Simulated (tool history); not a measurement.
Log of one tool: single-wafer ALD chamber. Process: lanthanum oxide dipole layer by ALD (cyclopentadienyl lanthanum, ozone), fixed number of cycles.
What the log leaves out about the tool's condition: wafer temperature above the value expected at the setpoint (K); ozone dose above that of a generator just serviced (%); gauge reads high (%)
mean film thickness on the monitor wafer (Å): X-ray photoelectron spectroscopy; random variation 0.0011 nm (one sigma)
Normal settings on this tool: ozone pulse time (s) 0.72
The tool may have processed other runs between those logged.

run   hour  ozone pulse time (s)  wafers since the last listed run  hours since the last thermocouple change  hours since the last ozone generator service  hours since the showerhead was replaced  hours since the gauge calibration  read-back reference wafer on the same gauge, thickness_nm  mean film thickness on the monitor wafer (Å)
  1    0.0                  0.82                                 0                                     934.1                                        1576.8                                   5730.4                               83.0                                                      0.504                                          4.67
  2    7.1                  0.82                               146                                     941.2                                        1583.9                                   5737.5                               90.1                                                      0.504                                          4.66
  3   24.4                  0.82                               356                                     958.5                                        1601.2                                   5754.8                              107.4                                                      0.504                                          4.64
  4   47.7                  0.64                               479                                     981.8                                        1624.5                                   5778.1                              130.7                                                      0.504                                          3.74
  5   65.1                  0.64                               358                                     999.2                                        1641.9                                   5795.5                              148.1                                                      0.504                                          3.74
  6   77.5                  0.56                               255                                    1011.6                                        1654.3                                   5807.9                              160.5                                                      0.504                                          3.15
      91.3  -- showerhead replaced
      91.8  -- thermocouple changed; heater temperature recalibrated
  7   92.3                  0.56                               130                                       0.5                                        1669.1                                      1.0                              175.3                                                      0.504                                          3.15
  8   94.6                  0.58                                47                                       2.8                                        1671.4                                      3.3                              177.6                                                      0.504                                          3.31
  9  106.2                  0.58                               238                                      14.4                                        1683.0                                     14.9                              189.2                                                      0.504                                          3.30
 10  144.4                  0.46                               786                                      52.6                                        1721.2                                     53.1                              227.4                                                      0.504                                          2.20
     156.6  -- gauge calibrated
 11  157.3                  0.84                               265                                      65.5                                        1734.1                                     66.0                                0.7                                                      0.504                                          4.69
 12  166.6                  1.00                               191                                      74.8                                        1743.4                                     75.3                               10.0                                                      0.503                                          5.16
 13  177.3                  0.72                               220                                      85.5                                        1754.1                                     86.0                               20.7                                                      0.505                                          4.17
     198.8  -- ozone generator serviced
 14  199.3                  0.80                               288                                     107.5                                           0.5                                    108.0                               42.7                                                      0.504                                          4.88
 15  223.6                  0.72                               500                                     131.8                                          24.8                                    132.3                               67.0                                                      0.505                                          4.55
 16  236.3                  0.63                               261                                     144.5                                          37.5                                    145.0                               79.7                                                      0.504                                          4.01
 17  276.0                  0.82                               817                                     184.2                                          77.2                                    184.7                              119.4                                                      0.504                                          4.97
 18  290.1                  0.49                               290                                     198.3                                          91.3                                    198.8                              133.5                                                      0.504                                          2.84

Branching from run 18: 4 alternative next runs. What would each branch give?
  A  290.5                  0.72                                 8                                     198.7                                          91.7                                    199.2                              133.9                                                          ?                                             ?
  B  290.5                  0.93                                 8                                     198.7                                          91.7                                    199.2                              133.9                                                          ?                                             ?
  C  290.5                  0.55                                 8                                     198.7                                          91.7                                    199.2                              133.9                                                          ?                                             ?
  D  290.5                  0.45                                 8                                     198.7                                          91.7                                    199.2                              133.9                                                          ?                                             ?

run  read-back reference wafer on the same gauge, thickness_nm  mean film thickness on the monitor wafer (Å)
  A                                                      0.503                                          4.51
  B                                                      0.503                                          5.25
  C                                                      0.503                                          3.39
  D                                                      0.503                                          2.38
Without the tool's hidden state the same runs would have given:
run  mean film thickness on the monitor wafer (Å)
  A                                          4.58
  B                                          5.30
  C                                          3.47
  D                                          2.44
